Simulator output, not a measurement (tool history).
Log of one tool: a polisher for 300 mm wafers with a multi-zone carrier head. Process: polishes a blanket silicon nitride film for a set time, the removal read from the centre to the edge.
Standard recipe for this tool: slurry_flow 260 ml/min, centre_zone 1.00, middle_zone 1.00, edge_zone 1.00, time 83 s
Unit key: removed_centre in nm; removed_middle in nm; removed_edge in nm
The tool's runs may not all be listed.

run    hour  slurry_flow  centre_zone  middle_zone  edge_zone  time  wafers since the last listed run  wafers polished on this pad  hours since the slurry nozzle was cleaned  hours since the centre zone pressure was calibrated  hours since the edge zone pressure was calibrated  hours since the carrier head's membrane was replaced  incoming thickness of the incoming film, nm  removed_centre  removed_middle  removed_edge
  1     0.0          260         1.00         1.00       1.00    70                                 0                          747                                      230.4                                                409.7                                              284.5                                                 228.9                                        381.3            61.7            65.7          67.5
  2    48.7          180         1.00         1.05       1.10    83                               450                         1198                                      279.1                                                458.4                                              333.2                                                 277.6                                        379.9            66.5            76.0          79.2
  3    95.9          290         0.89         0.94       0.88    83                               437                         1635                                      326.3                                                505.6                                              380.4                                                 324.8                                        384.0            64.3            73.8          77.3
      101.9  -- centre zone pressure recalibrated
  4   121.0          260         1.05         1.00       1.00    83                               213                         1849                                      351.4                                                 19.1                                              405.5                                                 349.9                                        383.1            79.0            77.3          78.3
  5   191.8          315         1.00         1.10       1.05    83                               655                         2505                                      422.2                                                 89.9                                              476.3                                                 420.7                                        381.9            74.1            84.2          80.1
      240.8  -- edge zone pressure recalibrated
  6   261.5          260         1.00         1.00       1.00    83                               626                         3132                                      491.9                                                159.6                                               20.7                                                 490.4                                        381.4            69.4            75.1          77.0
  7   287.2          330         1.00         1.00       1.07    83                               237                         3370                                      517.6                                                185.3                                               46.4                                                 516.1                                        379.3            73.1            75.5          80.7
  8   311.3          260         1.00         1.00       1.00    83                               223                         3593                                      541.7                                                209.4                                               70.5                                                 540.2                                        380.5            70.2            73.2          76.1
      339.6  -- carrier head's membrane replaced by a new one
  9   368.7          220         1.00         1.00       1.00    98                               485                         4078                                      599.1                                                266.8                                              127.9                                                  29.1                                        383.6            77.3            85.6          90.9
 10   425.0          260         0.92         1.00       1.00    70                               521                         4599                                      655.4                                                323.1                                              184.2                                                  85.4                                        380.7            52.7            61.6          63.6
      437.8  -- worn pad replaced by a new one
      463.7  -- slurry nozzle cleaned
 11   496.7          180         1.08         0.90       0.93    83                               617                          536                                       33.0                                                394.8                                              255.9                                                 157.1                                        381.6            71.5            67.6          76.3
 12   533.5          260         0.96         1.00       1.00    83                               340                          876                                       69.8                                                431.6                                              292.7                                                 193.9                                        384.3            67.9            79.8          80.1
      544.8  -- centre zone pressure recalibrated
 13   588.3          260         1.00         1.00       0.95    83                               488                         1365                                      124.6                                                 43.5                                              347.5                                                 248.7                                        377.6            75.1            78.2          78.1
      689.8  -- edge zone pressure recalibrated
 14   774.9          330         1.00         1.00       1.00    83                              1709                         3074                                      311.2                                                230.1                                               85.1                                                 435.3                                        378.2            71.1            76.4          80.8
 15   841.6          260         1.00         0.93       1.00    83                               617                         3692                                      377.9                                                296.8                                              151.8                                                 502.0                                        380.3            68.3            69.5          76.5
 16   895.9          335         1.10         1.00       0.94    83                               502                         4195                                      432.2                                                351.1                                              206.1                                                 556.3                                        382.0            75.5            77.7          78.0
      910.8  -- worn pad replaced by a new one
 17   922.3          345         1.11         0.91       1.00   103                               207                          106                                      458.6                                                377.5                                              232.5                                                 582.7                                        384.1            99.3            93.2         103.4
 18   947.6          260         1.00         1.00       1.00    83                               234                          341                                      483.9                                                402.8                                              257.8                                                 608.0                                        382.3            69.6            80.5          80.2
 19   979.1          260         1.00         1.00       0.91    83                               291                          632                                      515.4                                                434.3                                              289.3                                                 639.5                                        381.0            70.1            77.6          77.6
 20  1003.7          260         1.00         0.91       1.05    83                               227                          860                                      540.0                                                458.9                                              313.9                                                 664.1                                        378.2            68.9            71.6          80.4
     1027.1  -- carrier head's membrane replaced by a new one
 21  1037.8          260         1.00         1.00       1.00    83                               269                         1129                                      574.1                                                493.0                                              348.0                                                  10.7                                        382.9            68.3            78.1          79.9
 22  1066.8          300         1.00         1.09       1.00    83                               268                         1398                                      603.1                                                522.0                                              377.0                                                  39.7                                        380.4            70.4            84.7          80.9
     1084.8  -- centre zone pressure recalibrated
 23  1138.7          260         1.00         1.00       1.00    83                               647                         2045                                      675.0                                                 53.9                                              448.9                                                 111.6                                        378.4            75.2            77.6          78.8

For some of the steps in removed_centre from one run to the next: how much would appear even if the tool had no hidden state, given the settings, what came in and random variation, and how much remains for the hidden state plus any gauge scatter that the measured result and the result without hidden state don't share?
The hidden state here: removal rate lost through wear of the pad, %; slurry flow missing at the pad, %; deviation of the centre zone's pressure from its setpoint, %; deviation of the edge zone's pressure from its setpoint, %.
Run 9 -> 10: slurry_flow 220 -> 260, centre_zone 1.00 -> 0.92, time 98 -> 70. removed_centre -24.6 nm: hidden state +3.8, all else -28.4.
Run 13 -> 14: slurry_flow 260 -> 330, edge_zone 0.95 -> 1.00, edge zone pressure recalibrated. removed_centre -4.0 nm: hidden state -6.8, all else +2.8.
Run 17 -> 18: slurry_flow 345 -> 260, centre_zone 1.11 -> 1.00, middle_zone 0.91 -> 1.00, time 103 -> 83. removed_centre -29.7 nm: hidden state +3.7, all else -33.4.
Run 22 -> 23: slurry_flow 300 -> 260, middle_zone 1.09 -> 1.00, centre zone pressure recalibrated. removed_centre +4.8 nm: hidden state +7.7, all else -2.9.
